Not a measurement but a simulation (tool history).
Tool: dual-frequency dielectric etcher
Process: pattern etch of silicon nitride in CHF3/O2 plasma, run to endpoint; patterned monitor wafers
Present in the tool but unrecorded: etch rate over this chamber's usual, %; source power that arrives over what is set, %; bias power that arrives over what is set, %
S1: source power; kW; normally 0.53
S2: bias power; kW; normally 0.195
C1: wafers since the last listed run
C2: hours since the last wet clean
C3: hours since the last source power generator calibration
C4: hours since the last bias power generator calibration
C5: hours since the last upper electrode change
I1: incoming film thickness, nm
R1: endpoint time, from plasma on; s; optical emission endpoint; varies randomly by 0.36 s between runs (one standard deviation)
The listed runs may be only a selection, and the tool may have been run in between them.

{"run": 1, "hour": 0.0, "S1": 0.47, "S2": 0.171, "C1": 0, "C2": 133.1, "C3": 1418, "C4": 3185.3, "C5": 1758.4, "I1": 68.7, "R1": 49.7}
{"run": 2, "hour": 27.2, "S1": 0.47, "S2": 0.171, "C1": 294, "C2": 160.3, "C3": 1445.2, "C4": 3212.5, "C5": 1785.6, "I1": 68.9, "R1": 49.1}
{"run": 3, "hour": 57.6, "S1": 0.47, "S2": 0.171, "C1": 329, "C2": 190.7, "C3": 1475.6, "C4": 3242.9, "C5": 1816, "I1": 68.6, "R1": 48.5}
{"run": 4, "hour": 84.5, "S1": 0.6, "S2": 0.215, "C1": 291, "C2": 217.6, "C3": 1502.5, "C4": 3269.8, "C5": 1842.9, "I1": 68.1, "R1": 41.9}
{"run": 5, "hour": 107.8, "S1": 0.6, "S2": 0.215, "C1": 252, "C2": 240.9, "C3": 1525.8, "C4": 3293.1, "C5": 1866.2, "I1": 68, "R1": 42.5}
{"run": 6, "hour": 128.6, "S1": 0.47, "S2": 0.195, "C1": 225, "C2": 261.7, "C3": 1546.6, "C4": 3313.9, "C5": 1887, "I1": 68.2, "R1": 46.8}
{"run": 7, "hour": 160.2, "S1": 0.53, "S2": 0.195, "C1": 342, "C2": 293.3, "C3": 1578.2, "C4": 3345.5, "C5": 1918.6, "I1": 68.5, "R1": 44.3}
{"run": 8, "hour": 175.8, "S1": 0.53, "S2": 0.195, "C1": 168, "C2": 308.9, "C3": 1593.8, "C4": 3361.1, "C5": 1934.2, "I1": 68, "R1": 44.2}
{"run": 9, "hour": 202.3, "S1": 0.59, "S2": 0.195, "C1": 286, "C2": 335.4, "C3": 1620.3, "C4": 3387.6, "C5": 1960.7, "I1": 68.4, "R1": 43.1}
{"run": 10, "hour": 222.3, "S1": 0.53, "S2": 0.195, "C1": 216, "C2": 355.4, "C3": 1640.3, "C4": 3407.6, "C5": 1980.7, "I1": 68.7, "R1": 45}
{"run": 11, "hour": 251.9, "S1": 0.53, "S2": 0.195, "C1": 320, "C2": 385, "C3": 1669.9, "C4": 3437.2, "C5": 2010.3, "I1": 68.5, "R1": 44.7}
{"run": 12, "hour": 277.1, "S1": 0.53, "S2": 0.195, "C1": 272, "C2": 410.2, "C3": 1695.1, "C4": 3462.4, "C5": 2035.5, "I1": 68.4, "R1": 44.2}
{"run": 13, "hour": 307.6, "S1": 0.53, "S2": 0.228, "C1": 330, "C2": 440.7, "C3": 1725.6, "C4": 3492.9, "C5": 2066, "I1": 68.6, "R1": 42.9}
{"hour": 343.0, "done": "wet clean of the chamber"}
{"run": 14, "hour": 343.5, "S1": 0.53, "S2": 0.228, "C1": 128, "C2": 0.5, "C3": 1761.5, "C4": 3528.8, "C5": 2101.9, "I1": 68.4, "R1": 45.7}
{"run": 15, "hour": 371.5, "S1": 0.53, "S2": 0.228, "C1": 303, "C2": 28.5, "C3": 1789.5, "C4": 3556.8, "C5": 2129.9, "I1": 68.8, "R1": 45.5}
{"hour": 388.8, "done": "bias power generator calibrated"}
{"run": 16, "hour": 389.3, "S1": 0.65, "S2": 0.218, "C1": 149, "C2": 46.3, "C3": 1807.3, "C4": 0.5, "C5": 2147.7, "I1": 68.5, "R1": 42.4}
{"run": 17, "hour": 400.7, "S1": 0.44, "S2": 0.208, "C1": 123, "C2": 57.7, "C3": 1818.7, "C4": 11.9, "C5": 2159.1, "I1": 68, "R1": 49.7}
{"run": 18, "hour": 418.5, "S1": 0.58, "S2": 0.181, "C1": 192, "C2": 75.5, "C3": 1836.5, "C4": 29.7, "C5": 2176.9, "I1": 69.1, "R1": 46.3}
{"run": 19, "hour": 453.1, "S1": 0.42, "S2": 0.179, "C1": 374, "C2": 110.1, "C3": 1871.1, "C4": 64.3, "C5": 2211.5, "I1": 69.3, "R1": 52.3}
{"run": 20, "hour": 481.8, "S1": 0.53, "S2": 0.195, "C1": 310, "C2": 138.8, "C3": 1899.8, "C4": 93, "C5": 2240.2, "I1": 68.1, "R1": 46.1}
{"run": 21, "hour": 499.9, "S1": 0.53, "S2": 0.215, "C1": 195, "C2": 156.9, "C3": 1917.9, "C4": 111.1, "C5": 2258.3, "I1": 68.4, "R1": 45.2}
{"run": 22, "hour": 519.7, "S1": 0.49, "S2": 0.195, "C1": 214, "C2": 176.7, "C3": 1937.7, "C4": 130.9, "C5": 2278.1, "I1": 67.7, "R1": 46.1}
{"hour": 544.7, "done": "upper electrode replaced"}
{"run": 23, "hour": 545.2, "S1": 0.59, "S2": 0.168, "C1": 16, "C2": 202.2, "C3": 1963.2, "C4": 156.4, "C5": 0.5, "I1": 68, "R1": 44.7}
{"run": 24, "hour": 552.8, "S1": 0.66, "S2": 0.161, "C1": 82, "C2": 209.8, "C3": 1970.8, "C4": 164, "C5": 8.1, "I1": 68.5, "R1": 43.8}
{"run": 25, "hour": 565.6, "S1": 0.41, "S2": 0.241, "C1": 138, "C2": 222.6, "C3": 1983.6, "C4": 176.8, "C5": 20.9, "I1": 68.8, "R1": 49.3}
{"run": 26, "hour": 580.6, "S1": 0.44, "S2": 0.213, "C1": 162, "C2": 237.6, "C3": 1998.6, "C4": 191.8, "C5": 35.9, "I1": 68.7, "R1": 48.5}
{"hour": 597.5, "done": "source power generator calibrated"}
{"run": 27, "hour": 609.0, "S1": 0.58, "S2": 0.181, "C1": 264, "C2": 266, "C3": 11.5, "C4": 220.2, "C5": 64.3, "I1": 68.8, "R1": 44.4}
{"run": 28, "hour": 630.2, "S1": 0.53, "S2": 0.218, "C1": 229, "C2": 287.2, "C3": 32.7, "C4": 241.4, "C5": 85.5, "I1": 69.1, "R1": 45.3}
{"run": 29, "hour": 650.7, "S1": 0.61, "S2": 0.168, "C1": 221, "C2": 307.7, "C3": 53.2, "C4": 261.9, "C5": 106, "I1": 69.2, "R1": 44.8}
{"run": 30, "hour": 682.4, "S1": 0.48, "S2": 0.211, "C1": 343, "C2": 339.4, "C3": 84.9, "C4": 293.6, "C5": 137.7, "I1": 68.1, "R1": 46.3}
{"run": 31, "hour": 714.7, "S1": 0.53, "S2": 0.195, "C1": 349, "C2": 371.7, "C3": 117.2, "C4": 325.9, "C5": 170, "I1": 68.8, "R1": 45.4}
{"run": 32, "hour": 734.4, "S1": 0.53, "S2": 0.195, "C1": 213, "C2": 391.4, "C3": 136.9, "C4": 345.6, "C5": 189.7, "I1": 68.7, "R1": 44.8}
{"run": 33, "hour": 765.1, "S1": 0.53, "S2": 0.195, "C1": 332, "C2": 422.1, "C3": 167.6, "C4": 376.3, "C5": 220.4, "I1": 68.3, "R1": 45.4}
{"run": 34, "hour": 786.6, "S1": 0.64, "S2": 0.195, "C1": 232, "C2": 443.6, "C3": 189.1, "C4": 397.8, "C5": 241.9, "I1": 68.7, "R1": 41.9}
{"run": 35, "hour": 811.2, "S1": 0.53, "S2": 0.179, "C1": 266, "C2": 468.2, "C3": 213.7, "C4": 422.4, "C5": 266.5, "I1": 67.6, "R1": 45.6}
{"run": 36, "hour": 843.2, "S1": 0.53, "S2": 0.236, "C1": 346, "C2": 500.2, "C3": 245.7, "C4": 454.4, "C5": 298.5, "I1": 68.5, "R1": 43.9}

Below, some changes in R1 between adjacent runs. For each, the amount present without the hidden state too (settings, incoming material, random variation) and the amount remaining for the hidden state with gauge scatter not shared by both compared results:
Run 3 -> 4: S1 0.47 -> 0.6, S2 0.171 -> 0.215. R1 -6.6 s: hidden state +0, all else -6.6.
Run 5 -> 6: S1 0.6 -> 0.47, S2 0.215 -> 0.195. R1 +4.3 s: hidden state -0.3, all else +4.6.
Run 13 -> 14: wet clean of the chamber. R1 +2.8 s: hidden state +2.5, all else +0.3.
Run 16 -> 17: S1 0.65 -> 0.44, S2 0.218 -> 0.208. R1 +7.3 s: hidden state -0.1, all else +7.4.
Run 19 -> 20: S1 0.42 -> 0.53, S2 0.179 -> 0.195. R1 -6.2 s: hidden state -0.1, all else -6.1.
Run 34 -> 35: S1 0.64 -> 0.53, S2 0.195 -> 0.179. R1 +3.7 s: hidden state -0.3, all else +4.

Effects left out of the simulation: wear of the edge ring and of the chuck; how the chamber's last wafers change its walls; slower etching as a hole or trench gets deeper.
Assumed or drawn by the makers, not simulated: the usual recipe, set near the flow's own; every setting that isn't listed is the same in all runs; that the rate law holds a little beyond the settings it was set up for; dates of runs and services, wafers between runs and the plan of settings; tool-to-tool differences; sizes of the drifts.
